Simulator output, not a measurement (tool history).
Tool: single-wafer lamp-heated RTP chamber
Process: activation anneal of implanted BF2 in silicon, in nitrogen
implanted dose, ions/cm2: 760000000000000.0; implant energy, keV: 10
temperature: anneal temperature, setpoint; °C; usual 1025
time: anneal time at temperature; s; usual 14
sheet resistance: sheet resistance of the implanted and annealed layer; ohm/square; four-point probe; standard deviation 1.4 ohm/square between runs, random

run,hour,temperature,time,"read-back reference wafer on the same gauge, sheet resistance",sheet resistance
1,0.0,1025,14,275.81,255.12
# hour 32.7: reflector plate cleaned
2,69.9,1025,14,275.97,261.60
# hour 128.7: pyrometer window cleaned and pyrometer calibrated
3,129.2,1025,14,276.02,264.30
4,191.3,1025,14,275.79,262.84
5,229.2,1025,14,276.23,261.86
6,266.6,1025,14,275.92,260.72
7,318.8,1025,14,276.43,262.26
8,384.7,1025,14,276.06,260.80
# hour 426.9: pyrometer window cleaned and pyrometer calibrated
9,431.7,1006,17,275.80,279.82
10,469.7,1011,14,275.62,275.83
11,529.9,1025,14,275.91,254.91
# hour 543.2: gauge calibrated
# hour 578.2: reflector plate cleaned
12,584.3,1025,14,275.98,262.61
13,647.5,1025,14,276.05,262.44
# hour 711.7: pyrometer window cleaned and pyrometer calibrated
14,712.2,1025,14,275.95,264.50
15,734.1,1004,17,276.10,284.72
16,801.7,1039,19,275.48,230.48
17,843.4,1025,14,275.76,258.03
18,892.3,1025,14,276.17,258.73
19,941.4,997,6,276.06,353.01
# hour 958.3: pyrometer window cleaned and pyrometer calibrated
20,973.8,1000,10,275.92,314.43
21,1026.6,1004,17,276.06,276.95
22,1057.6,1025,14,276.24,255.24
23,1094.7,1047,20,276.01,216.95
# hour 1143.0: reflector plate cleaned
24,1150.1,1025,14,275.79,262.27
25,1213.9,1040,17,276.12,235.91
# hour 1268.2: pyrometer window cleaned and pyrometer calibrated
26,1268.7,1048,21,276.05,218.45
27,1305.4,1008,22,275.91,267.78
28,1347.5,1000,10,276.30,319.61
29,1416.6,1044,20,275.87,224.05

Predict each of these 5 candidate next runs independently; none follows another, all start after run 29:
A,1417.0,1045,14,?,?
B,1417.0,1055,11,?,?
C,1417.0,1025,7,?,?
D,1417.0,1035,12,?,?
E,1417.0,998,21,?,?

run,"read-back reference wafer on the same gauge, sheet resistance",sheet resistance
A,275.93,230.58
B,275.93,227.36
C,275.93,288.50
D,275.93,249.44
E,275.93,282.50
What these runs would have given with no unlogged condition in the tool:
run,sheet resistance
A,233.74
B,230.19
C,292.93
D,253.19
E,287.38
